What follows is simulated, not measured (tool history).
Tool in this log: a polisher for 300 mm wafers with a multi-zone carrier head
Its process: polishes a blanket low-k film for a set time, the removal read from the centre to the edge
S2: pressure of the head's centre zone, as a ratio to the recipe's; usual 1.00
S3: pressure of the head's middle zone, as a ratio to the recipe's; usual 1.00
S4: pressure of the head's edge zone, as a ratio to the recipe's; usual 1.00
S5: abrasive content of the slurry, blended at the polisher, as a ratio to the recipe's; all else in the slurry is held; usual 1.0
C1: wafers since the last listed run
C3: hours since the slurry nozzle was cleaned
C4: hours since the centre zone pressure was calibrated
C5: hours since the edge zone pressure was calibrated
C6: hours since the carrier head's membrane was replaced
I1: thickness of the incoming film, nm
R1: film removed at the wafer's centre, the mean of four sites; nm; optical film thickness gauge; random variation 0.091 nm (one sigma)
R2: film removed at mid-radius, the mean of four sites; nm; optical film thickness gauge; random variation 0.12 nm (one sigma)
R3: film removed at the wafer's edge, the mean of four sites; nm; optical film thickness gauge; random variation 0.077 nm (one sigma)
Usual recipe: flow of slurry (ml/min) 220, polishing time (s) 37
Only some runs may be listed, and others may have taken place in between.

Run 1, day 0.000: usual settings but S4 1.08; C1 0; wafers polished on this pad 1879; C3 104.6; C4 573.3; C5 87.1; C6 353.2; I1 602.9. Result: R1 9.9 nm, R2 9.9 nm, R3 10.3 nm.
At day 2.800: worn pad replaced by a new one.
Run 2, day 3.492: usual settings but S4 1.08; C1 1384; wafers polished on this pad 287; C3 188.4; C4 657.1; C5 170.9; C6 437.0; I1 604.7. Result: R1 9.7 nm, R2 10.0 nm, R3 10.1 nm.
Run 3, day 5.479: usual settings but S4 1.08; C1 827; wafers polished on this pad 1115; C3 236.1; C4 704.8; C5 218.6; C6 484.7; I1 588.2. Result: R1 9.5 nm, R2 9.7 nm, R3 10.1 nm.
At day 6.083: slurry nozzle cleaned.
Run 4, day 7.092: usual settings; C1 654; wafers polished on this pad 1769; C3 24.2; C4 743.5; C5 257.3; C6 523.4; I1 604.5. Result: R1 10.1 nm, R2 10.4 nm, R3 10.2 nm.
Run 5, day 8.975: usual settings; C1 784; wafers polished on this pad 2554; C3 69.4; C4 788.7; C5 302.5; C6 568.6; I1 603.0. Result: R1 9.8 nm, R2 10.1 nm, R3 10.1 nm.
At day 11.254: worn pad replaced by a new one.
Run 6, day 11.746: usual settings; C1 1084; wafers polished on this pad 205; C3 135.9; C4 855.2; C5 369.0; C6 635.1; I1 604.7. Result: R1 9.7 nm, R2 10.0 nm, R3 10.0 nm.
At day 15.046: centre zone pressure recalibrated.
Run 7, day 15.942: usual settings but polishing time (s) 44; C1 1712; wafers polished on this pad 1917; C3 236.6; C4 21.5; C5 469.7; C6 735.8; I1 600.2. Result: R1 11.5 nm, R2 11.8 nm, R3 11.8 nm.
At day 16.492: slurry nozzle cleaned.
At day 18.562: worn pad replaced by a new one.
Run 8, day 19.229: usual settings but S4 1.08, S5 1.3; C1 1282; wafers polished on this pad 277; C3 65.7; C4 100.4; C5 548.6; C6 814.7; I1 600.6. Result: R1 11.1 nm, R2 11.4 nm, R3 11.6 nm.
Run 9, day 21.012: usual settings but S2 0.93, S3 0.94; C1 742; wafers polished on this pad 1020; C3 108.5; C4 143.2; C5 591.4; C6 857.5; I1 595.6. Result: R1 9.2 nm, R2 9.5 nm, R3 9.8 nm.
Run 10, day 25.117: usual settings but S2 0.94; C1 1709; wafers polished on this pad 2729; C3 207.0; C4 241.7; C5 689.9; C6 956.0; I1 611.1. Result: R1 9.0 nm, R2 9.7 nm, R3 9.8 nm.
At day 25.225: edge zone pressure recalibrated.
At day 26.054: slurry nozzle cleaned.
At day 27.029: worn pad replaced by a new one.
Run 11, day 29.375: usual settings; C1 1652; wafers polished on this pad 976; C3 79.7; C4 343.9; C5 99.6; C6 1058.2; I1 597.3. Result: R1 10.0 nm, R2 10.3 nm, R3 9.9 nm.
Run 12, day 32.829: usual settings; C1 1438; wafers polished on this pad 2414; C3 162.6; C4 426.8; C5 182.5; C6 1141.1; I1 592.9. Result: R1 9.7 nm, R2 10.1 nm, R3 9.9 nm.
At day 33.838: carrier head's membrane replaced by a new one.
At day 34.838: slurry nozzle cleaned.
Run 13, day 35.446: usual settings but S4 0.92, polishing time (s) 43; C1 985; wafers polished on this pad 3400; C3 14.6; C4 489.6; C5 245.3; C6 38.6; I1 587.3. Result: R1 11.7 nm, R2 12.1 nm, R3 11.2 nm.
At day 36.254: worn pad replaced by a new one.
Run 14, day 39.400: usual settings but S3 0.90, S4 0.89, polishing time (s) 47; C1 1577; wafers polished on this pad 1310; C3 109.5; C4 584.5; C5 340.2; C6 133.5; I1 599.6. Result: R1 12.4 nm, R2 11.7 nm, R3 12.0 nm.
Run 15, day 42.350: usual settings; C1 1228; wafers polished on this pad 2538; C3 180.3; C4 655.3; C5 411.0; C6 204.3; I1 591.9. Result: R1 9.5 nm, R2 10.0 nm, R3 9.8 nm.

What if the next run were any one of these 3? Each begins from the tool's condition after run 15:
Run A, day 42.367: usual settings but flow of slurry (ml/min) 180; C1 6; wafers polished on this pad 2545; C3 180.7; C4 655.7; C5 411.4; C6 204.7; I1 592.1. Result: R1 ?, R2 ?, R3 ?.
Run B, day 42.367: usual settings but flow of slurry (ml/min) 285, polishing time (s) 48; C1 6; wafers polished on this pad 2545; C3 180.7; C4 655.7; C5 411.4; C6 204.7; I1 592.1. Result: R1 ?, R2 ?, R3 ?.
Run C, day 42.367: usual settings but flow of slurry (ml/min) 175, S2 0.95; C1 6; wafers polished on this pad 2545; C3 180.7; C4 655.7; C5 411.4; C6 204.7; I1 592.1. Result: R1 ?, R2 ?, R3 ?.

run    R1    R2    R3
  A   9.4   9.6   9.7
  B  12.9  13.0  13.0
  C   8.9   9.5   9.6
Stripped of hidden state, with their random variation kept, the same runs would have yielded:
run    R1    R2    R3
  A  10.0  10.1  10.0
  B  13.5  13.5  13.4
  C   9.4  10.0  10.0
